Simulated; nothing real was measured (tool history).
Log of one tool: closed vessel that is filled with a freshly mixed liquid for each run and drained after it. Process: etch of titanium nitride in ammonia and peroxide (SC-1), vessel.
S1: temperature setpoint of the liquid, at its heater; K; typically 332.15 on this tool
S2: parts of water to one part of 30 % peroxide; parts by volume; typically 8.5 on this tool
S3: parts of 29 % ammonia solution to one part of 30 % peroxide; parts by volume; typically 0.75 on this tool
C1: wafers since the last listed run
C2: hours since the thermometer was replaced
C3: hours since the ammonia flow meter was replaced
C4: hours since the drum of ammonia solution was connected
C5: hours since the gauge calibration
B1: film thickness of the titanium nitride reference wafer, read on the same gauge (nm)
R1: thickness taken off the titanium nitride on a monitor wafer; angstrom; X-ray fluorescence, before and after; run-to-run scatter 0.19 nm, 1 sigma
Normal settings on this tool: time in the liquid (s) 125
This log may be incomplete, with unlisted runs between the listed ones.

run 1 hour=0.0 | S1=332.15 S2=8.5 S3=1.05 time_in_the_liquid_(s)=100 | C1=0 C2=1340.1 C3=72.1 C4=466.8 C5=2211.4 | B1=110.01 | R1=166.6
-- hour=74.1 new drum of ammonia solution connected
run 2 hour=79.7 | S1=332.15 S2=8.5 S3=1.05 time_in_the_liquid_(s)=100 | C1=8592 C2=1419.8 C3=151.8 C4=5.6 C5=2291.1 | B1=110.01 | R1=167.2
run 3 hour=157.0 | S1=332.15 S2=8.5 S3=0.75 time_in_the_liquid_(s)=125 | C1=8439 C2=1497.1 C3=229.1 C4=82.9 C5=2368.4 | B1=109.98 | R1=199.0
-- hour=191.4 gauge calibrated
run 4 hour=235.7 | S1=332.15 S2=8.5 S3=0.75 time_in_the_liquid_(s)=125 | C1=8592 C2=1575.8 C3=307.8 C4=161.6 C5=44.3 | B1=109.99 | R1=198.3
run 5 hour=322.9 | S1=332.15 S2=9.5 S3=0.75 time_in_the_liquid_(s)=125 | C1=9520 C2=1663.0 C3=395.0 C4=248.8 C5=131.5 | B1=110.01 | R1=183.8
run 6 hour=414.2 | S1=332.15 S2=9.5 S3=0.75 time_in_the_liquid_(s)=125 | C1=9968 C2=1754.3 C3=486.3 C4=340.1 C5=222.8 | B1=110.04 | R1=186.2
-- hour=438.0 thermometer replaced
run 7 hour=494.7 | S1=332.15 S2=8.5 S3=0.75 time_in_the_liquid_(s)=125 | C1=8679 C2=56.7 C3=566.8 C4=420.6 C5=303.3 | B1=110.01 | R1=196.7
run 8 hour=597.9 | S1=332.15 S2=10.5 S3=0.35 time_in_the_liquid_(s)=125 | C1=11267 C2=159.9 C3=670.0 C4=523.8 C5=406.5 | B1=110.02 | R1=154.8
run 9 hour=635.9 | S1=338.65 S2=5.5 S3=0.75 time_in_the_liquid_(s)=125 | C1=4148 C2=197.9 C3=708.0 C4=561.8 C5=444.5 | B1=109.98 | R1=372.6
-- hour=651.8 new drum of ammonia solution connected
run 10 hour=734.1 | S1=332.15 S2=8.5 S3=0.75 time_in_the_liquid_(s)=125 | C1=10612 C2=296.1 C3=806.2 C4=82.3 C5=542.7 | B1=110.00 | R1=199.8
run 11 hour=796.3 | S1=328.15 S2=9.5 S3=0.75 time_in_the_liquid_(s)=125 | C1=6790 C2=358.3 C3=868.4 C4=144.5 C5=604.9 | B1=110.02 | R1=141.8
run 12 hour=843.3 | S1=322.15 S2=6.0 S3=0.75 time_in_the_liquid_(s)=125 | C1=5131 C2=405.3 C3=915.4 C4=191.5 C5=651.9 | B1=110.00 | R1=118.8
run 13 hour=885.0 | S1=332.15 S2=6.5 S3=0.75 time_in_the_liquid_(s)=125 | C1=4552 C2=447.0 C3=957.1 C4=233.2 C5=693.6 | B1=109.98 | R1=224.0
run 14 hour=960.7 | S1=332.15 S2=8.5 S3=0.75 time_in_the_liquid_(s)=125 | C1=8264 C2=522.7 C3=1032.8 C4=308.9 C5=769.3 | B1=110.00 | R1=200.4
run 15 hour=1021.5 | S1=332.15 S2=8.5 S3=0.75 time_in_the_liquid_(s)=125 | C1=6638 C2=583.5 C3=1093.6 C4=369.7 C5=830.1 | B1=110.01 | R1=200.8
run 16 hour=1072.2 | S1=326.65 S2=7.5 S3=0.40 time_in_the_liquid_(s)=150 | C1=5535 C2=634.2 C3=1144.3 C4=420.4 C5=880.8 | B1=109.97 | R1=157.5
run 17 hour=1155.4 | S1=332.15 S2=8.5 S3=0.75 time_in_the_liquid_(s)=125 | C1=9083 C2=717.4 C3=1227.5 C4=503.6 C5=964.0 | B1=110.02 | R1=198.1
run 18 hour=1258.2 | S1=332.15 S2=5.0 S3=0.50 time_in_the_liquid_(s)=125 | C1=11223 C2=820.2 C3=1330.3 C4=606.4 C5=1066.8 | B1=110.02 | R1=242.5
-- hour=1330.3 new drum of ammonia solution connected
run 19 hour=1353.3 | S1=337.65 S2=10.5 S3=0.75 time_in_the_liquid_(s)=80 | C1=10273 C2=915.3 C3=1425.4 C4=23.0 C5=1161.9 | B1=109.97 | R1=162.4
run 20 hour=1404.4 | S1=336.65 S2=10.5 S3=0.75 time_in_the_liquid_(s)=180 | C1=5579 C2=966.4 C3=1476.5 C4=74.1 C5=1213.0 | B1=109.98 | R1=345.2
run 21 hour=1499.4 | S1=329.15 S2=10.5 S3=0.75 time_in_the_liquid_(s)=125 | C1=10372 C2=1061.4 C3=1571.5 C4=169.1 C5=1308.0 | B1=110.02 | R1=150.1
run 22 hour=1585.2 | S1=337.65 S2=11.5 S3=0.75 time_in_the_liquid_(s)=125 | C1=9367 C2=1147.2 C3=1657.3 C4=254.9 C5=1393.8 | B1=110.01 | R1=246.5
run 23 hour=1666.0 | S1=332.15 S2=8.5 S3=0.75 time_in_the_liquid_(s)=125 | C1=8821 C2=1228.0 C3=1738.1 C4=335.7 C5=1474.6 | B1=110.01 | R1=199.7
run 24 hour=1718.0 | S1=338.65 S2=8.5 S3=0.75 time_in_the_liquid_(s)=95 | C1=5677 C2=1280.0 C3=1790.1 C4=387.7 C5=1526.6 | B1=109.99 | R1=230.3
-- hour=1783.9 ammonia flow meter replaced
run 25 hour=1804.5 | S1=332.15 S2=8.5 S3=0.75 time_in_the_liquid_(s)=125 | C1=9334 C2=1366.5 C3=20.6 C4=474.2 C5=1613.1 | B1=110.00 | R1=199.9
-- hour=1896.0 new drum of ammonia solution connected
run 26 hour=1899.6 | S1=332.15 S2=8.5 S3=0.45 time_in_the_liquid_(s)=125 | C1=10273 C2=1461.6 C3=115.7 C4=3.6 C5=1708.2 | B1=109.99 | R1=183.0
run 27 hour=1950.3 | S1=337.65 S2=8.5 S3=1.00 time_in_the_liquid_(s)=125 | C1=5535 C2=1512.3 C3=166.4 C4=54.3 C5=1758.9 | B1=109.99 | R1=296.3

Alternative continuations, all from the tool just after run 27; predict every row:
run A hour=1951.0 | S1=332.15 S2=8.5 S3=0.75 time_in_the_liquid_(s)=125 | C1=76 C2=1513.0 C3=167.1 C4=55.0 C5=1759.6 | B1=? | R1=?
run B hour=1951.0 | S1=338.15 S2=8.5 S3=0.40 time_in_the_liquid_(s)=125 | C1=76 C2=1513.0 C3=167.1 C4=55.0 C5=1759.6 | B1=? | R1=?
run C hour=1951.0 | S1=332.15 S2=8.5 S3=0.75 time_in_the_liquid_(s)=80 | C1=76 C2=1513.0 C3=167.1 C4=55.0 C5=1759.6 | B1=? | R1=?
run D hour=1951.0 | S1=332.15 S2=8.5 S3=1.10 time_in_the_liquid_(s)=125 | C1=76 C2=1513.0 C3=167.1 C4=55.0 C5=1759.6 | B1=? | R1=?

run=A B1=110.02 R1=196.8
run=B B1=110.02 R1=261.3
run=C B1=110.02 R1=125.9
run=D B1=110.02 R1=208.2
With no hidden state in the tool, these same runs would have given:
run=A R1=196.8
run=B R1=261.3
run=C R1=125.9
run=D R1=208.2
